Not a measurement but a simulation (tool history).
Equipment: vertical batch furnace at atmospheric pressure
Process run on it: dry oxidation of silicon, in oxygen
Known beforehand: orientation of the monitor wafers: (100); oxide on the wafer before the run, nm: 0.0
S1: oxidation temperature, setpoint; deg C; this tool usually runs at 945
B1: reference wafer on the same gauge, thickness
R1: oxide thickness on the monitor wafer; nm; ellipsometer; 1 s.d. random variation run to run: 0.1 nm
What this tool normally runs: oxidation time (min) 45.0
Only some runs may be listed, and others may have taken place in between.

run 1 day=0.000 | S1=953 oxidation_time_(min)=45.0 | B1=23.69 | R1=28.24
run 2 day=0.800 | S1=945 oxidation_time_(min)=45.0 | B1=23.68 | R1=25.85
run 3 day=1.292 | S1=945 oxidation_time_(min)=45.0 | B1=23.70 | R1=25.89
run 4 day=1.629 | S1=945 oxidation_time_(min)=45.0 | B1=23.71 | R1=26.01
run 5 day=2.329 | S1=959 oxidation_time_(min)=45.0 | B1=23.70 | R1=29.75
run 6 day=2.908 | S1=959 oxidation_time_(min)=45.0 | B1=23.69 | R1=29.90
run 7 day=3.396 | S1=945 oxidation_time_(min)=45.0 | B1=23.69 | R1=26.08
run 8 day=3.738 | S1=945 oxidation_time_(min)=45.0 | B1=23.69 | R1=25.99
run 9 day=4.442 | S1=945 oxidation_time_(min)=45.0 | B1=23.71 | R1=25.91
run 10 day=4.771 | S1=945 oxidation_time_(min)=45.0 | B1=23.69 | R1=26.09
run 11 day=6.300 | S1=945 oxidation_time_(min)=45.0 | B1=23.71 | R1=26.32
run 12 day=6.638 | S1=945 oxidation_time_(min)=51.0 | B1=23.67 | R1=28.24
run 13 day=7.079 | S1=945 oxidation_time_(min)=51.0 | B1=23.67 | R1=28.29
-- day=8.250 boat lift adjusted
run 14 day=8.271 | S1=945 oxidation_time_(min)=45.0 | B1=23.70 | R1=26.16
-- day=8.404 gauge calibrated
-- day=10.683 thermocouples replaced and temperature profile calibrated
run 15 day=10.704 | S1=945 oxidation_time_(min)=45.0 | B1=23.68 | R1=24.68
run 16 day=11.517 | S1=945 oxidation_time_(min)=45.0 | B1=23.70 | R1=24.78
run 17 day=12.108 | S1=945 oxidation_time_(min)=30.5 | B1=23.70 | R1=19.22
run 18 day=12.708 | S1=945 oxidation_time_(min)=30.5 | B1=23.69 | R1=19.27
run 19 day=13.233 | S1=953 oxidation_time_(min)=45.0 | B1=23.70 | R1=26.94
run 20 day=13.958 | S1=945 oxidation_time_(min)=45.0 | B1=23.70 | R1=24.84
run 21 day=16.458 | S1=945 oxidation_time_(min)=45.0 | B1=23.70 | R1=24.60
run 22 day=16.983 | S1=945 oxidation_time_(min)=45.0 | B1=23.70 | R1=24.66
run 23 day=17.704 | S1=922 oxidation_time_(min)=62.5 | B1=23.70 | R1=24.37
run 24 day=18.017 | S1=945 oxidation_time_(min)=30.5 | B1=23.72 | R1=19.35
run 25 day=19.283 | S1=922 oxidation_time_(min)=45.0 | B1=23.70 | R1=19.43
run 26 day=20.129 | S1=945 oxidation_time_(min)=45.0 | B1=23.71 | R1=24.86
run 27 day=20.717 | S1=945 oxidation_time_(min)=45.0 | B1=23.69 | R1=24.87
run 28 day=21.046 | S1=945 oxidation_time_(min)=45.0 | B1=23.70 | R1=24.64
run 29 day=21.683 | S1=922 oxidation_time_(min)=24.0 | B1=23.71 | R1=12.90
run 30 day=22.271 | S1=923 oxidation_time_(min)=66.0 | B1=23.71 | R1=25.61
run 31 day=22.625 | S1=933 oxidation_time_(min)=66.0 | B1=23.70 | R1=28.01
run 32 day=23.392 | S1=945 oxidation_time_(min)=45.0 | B1=23.70 | R1=24.84
run 33 day=24.008 | S1=928 oxidation_time_(min)=62.0 | B1=23.69 | R1=25.61
run 34 day=24.729 | S1=925 oxidation_time_(min)=51.5 | B1=23.68 | R1=22.19
run 35 day=25.558 | S1=933 oxidation_time_(min)=38.0 | B1=23.70 | R1=19.45
-- day=26.154 gauge calibrated
run 36 day=26.238 | S1=968 oxidation_time_(min)=27.5 | B1=23.71 | R1=23.17
run 37 day=26.575 | S1=963 oxidation_time_(min)=45.0 | B1=23.69 | R1=29.55
run 38 day=27.067 | S1=959 oxidation_time_(min)=35.5 | B1=23.70 | R1=24.84

For run 39, what comes out?
run 39 day=27.488 | S1=955 oxidation_time_(min)=59.0 | B1=? | R1=?

{"run 39": {"B1": 23.7, "R1": 32.93}}
With no hidden state in the tool, this same run would have given R1 32.85 nm.
